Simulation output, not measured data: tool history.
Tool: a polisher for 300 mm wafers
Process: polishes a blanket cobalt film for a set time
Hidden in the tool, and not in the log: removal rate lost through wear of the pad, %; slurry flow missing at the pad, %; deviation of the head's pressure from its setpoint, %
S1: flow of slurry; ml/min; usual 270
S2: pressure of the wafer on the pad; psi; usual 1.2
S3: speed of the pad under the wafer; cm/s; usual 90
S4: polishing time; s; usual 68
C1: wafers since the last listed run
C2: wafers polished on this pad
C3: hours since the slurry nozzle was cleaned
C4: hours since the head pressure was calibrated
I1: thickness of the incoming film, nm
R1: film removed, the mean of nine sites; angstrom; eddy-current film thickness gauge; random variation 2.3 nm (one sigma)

| run | hour | S1 | S2 | S3 | S4 | C1 | C2 | C3 | C4 | I1 | R1 |
|---|---|---|---|---|---|---|---|---|---|---|---|
| 1 | 0.0 | 270 | 1.2 | 90 | 68 | 0 | 3266 | 120.5 | 360.4 | 1330.4 | 1819 |
| 2 | 64.3 | 270 | 1.0 | 112 | 68 | 630 | 3897 | 184.8 | 424.7 | 1313.3 | 1934 |
| 3 | 167.6 | 270 | 1.0 | 112 | 68 | 1013 | 4910 | 288.1 | 528.0 | 1327.5 | 1939 |
| 4 | 255.6 | 270 | 1.0 | 112 | 68 | 863 | 5773 | 376.1 | 616.0 | 1327.4 | 1998 |
| 5 | 306.3 | 270 | 1.2 | 90 | 68 | 497 | 6271 | 426.8 | 666.7 | 1309.8 | 1840 |
|  | 325.4 | head pressure recalibrated |
|  | 452.1 | worn pad replaced by a new one |
| 6 | 481.4 | 270 | 1.2 | 90 | 68 | 1659 | 287 | 601.9 | 156.0 | 1328.0 | 1785 |
| 7 | 604.3 | 270 | 1.2 | 90 | 68 | 1205 | 1493 | 724.8 | 278.9 | 1329.2 | 1794 |
| 8 | 646.2 | 270 | 1.2 | 90 | 68 | 411 | 1904 | 766.7 | 320.8 | 1309.9 | 1790 |
| 9 | 682.9 | 270 | 1.2 | 90 | 68 | 360 | 2264 | 803.4 | 357.5 | 1284.5 | 1811 |
|  | 710.6 | slurry nozzle cleaned |
| 10 | 761.8 | 270 | 1.2 | 90 | 68 | 764 | 3028 | 51.2 | 436.4 | 1319.8 | 1819 |
| 11 | 836.3 | 270 | 1.2 | 90 | 68 | 730 | 3759 | 125.7 | 510.9 | 1313.0 | 1821 |
|  | 936.0 | head pressure recalibrated |
| 12 | 939.6 | 270 | 1.2 | 90 | 68 | 993 | 4753 | 229.0 | 3.6 | 1311.1 | 1834 |
| 13 | 1042.5 | 270 | 1.2 | 90 | 68 | 1009 | 5763 | 331.9 | 106.5 | 1313.0 | 1836 |
|  | 1078.9 | worn pad replaced by a new one |
| 14 | 1149.7 | 270 | 1.2 | 90 | 68 | 1012 | 694 | 439.1 | 213.7 | 1280.2 | 1802 |
| 15 | 1232.4 | 270 | 1.2 | 90 | 68 | 811 | 1506 | 521.8 | 296.4 | 1308.5 | 1814 |
| 16 | 1270.5 | 270 | 1.5 | 118 | 86 | 373 | 1879 | 559.9 | 334.5 | 1336.3 | 3631 |
| 17 | 1361.3 | 270 | 0.9 | 90 | 68 | 890 | 2770 | 650.7 | 425.3 | 1317.5 | 1443 |
| 18 | 1430.8 | 270 | 1.3 | 90 | 47 | 681 | 3452 | 720.2 | 494.8 | 1331.7 | 1352 |
| 19 | 1527.2 | 270 | 1.2 | 90 | 68 | 945 | 4398 | 816.6 | 591.2 | 1303.8 | 1810 |
|  | 1551.5 | slurry nozzle cleaned |
| 20 | 1614.4 | 270 | 1.2 | 90 | 68 | 845 | 5244 | 62.9 | 678.4 | 1307.2 | 1827 |
|  | 1664.9 | head pressure recalibrated |
| 21 | 1665.4 | 270 | 1.2 | 64 | 68 | 480 | 5724 | 113.9 | 0.5 | 1319.9 | 1276 |
| 22 | 1761.7 | 330 | 1.3 | 98 | 46 | 944 | 6669 | 210.2 | 96.8 | 1310.6 | 1458 |
| 23 | 1828.4 | 315 | 1.4 | 112 | 53 | 654 | 7324 | 276.9 | 163.5 | 1323.6 | 1980 |
|  | 1887.2 | worn pad replaced by a new one |
| 24 | 1906.6 | 305 | 1.0 | 68 | 68 | 727 | 189 | 355.1 | 241.7 | 1309.3 | 1192 |
| 25 | 1975.1 | 270 | 1.2 | 78 | 84 | 672 | 862 | 423.6 | 310.2 | 1312.0 | 1914 |
| 26 | 2014.4 | 270 | 1.2 | 90 | 68 | 385 | 1247 | 462.9 | 349.5 | 1292.2 | 1812 |
| 27 | 2067.7 | 270 | 1.2 | 90 | 77 | 522 | 1770 | 516.2 | 402.8 | 1313.8 | 1987 |
| 28 | 2139.1 | 270 | 1.2 | 90 | 68 | 700 | 2471 | 587.6 | 474.2 | 1305.4 | 1815 |
| 29 | 2177.0 | 270 | 1.2 | 90 | 68 | 371 | 2842 | 625.5 | 512.1 | 1317.1 | 1802 |
| 30 | 2277.9 | 240 | 1.0 | 98 | 53 | 989 | 3832 | 726.4 | 613.0 | 1333.0 | 1343 |
| 31 | 2376.7 | 270 | 1.2 | 90 | 68 | 969 | 4802 | 825.2 | 711.8 | 1296.4 | 1823 |
|  | 2416.4 | head pressure recalibrated |
| 32 | 2441.4 | 270 | 1.2 | 90 | 68 | 615 | 5417 | 889.9 | 25.0 | 1330.7 | 1812 |
|  | 2524.5 | slurry nozzle cleaned |
| 33 | 2528.6 | 330 | 1.4 | 108 | 90 | 845 | 6262 | 4.1 | 112.2 | 1299.7 | 3338 |
|  | 2592.1 | worn pad replaced by a new one |
| 34 | 2604.4 | 270 | 1.2 | 90 | 68 | 704 | 120 | 79.9 | 188.0 | 1304.5 | 1812 |
| 35 | 2679.8 | 270 | 1.0 | 64 | 68 | 739 | 860 | 155.3 | 263.4 | 1308.5 | 1142 |
| 36 | 2747.5 | 315 | 1.2 | 90 | 45 | 664 | 1524 | 223.0 | 331.1 | 1294.6 | 1198 |
| 37 | 2836.0 | 270 | 1.0 | 90 | 52 | 868 | 2392 | 311.5 | 419.6 | 1315.0 | 1202 |

Forecast each of these 4 alternatives for the next run:
| A | 2836.4 | 270 | 1.2 | 90 | 54 | 3 | 2396 | 311.9 | 420.0 | 1314.7 | ? |
| B | 2836.4 | 270 | 1.3 | 90 | 68 | 3 | 2396 | 311.9 | 420.0 | 1314.7 | ? |
| C | 2836.4 | 270 | 0.8 | 90 | 68 | 3 | 2396 | 311.9 | 420.0 | 1314.7 | ? |
| D | 2836.4 | 270 | 1.2 | 80 | 68 | 3 | 2396 | 311.9 | 420.0 | 1314.7 | ? |

| run | R1 |
|---|---|
| A | 1460 |
| B | 1961 |
| C | 1351 |
| D | 1635 |
Without the tool's hidden state the same runs would have given:
| run | R1 |
|---|---|
| A | 1460 |
| B | 1961 |
| C | 1351 |
| D | 1635 |

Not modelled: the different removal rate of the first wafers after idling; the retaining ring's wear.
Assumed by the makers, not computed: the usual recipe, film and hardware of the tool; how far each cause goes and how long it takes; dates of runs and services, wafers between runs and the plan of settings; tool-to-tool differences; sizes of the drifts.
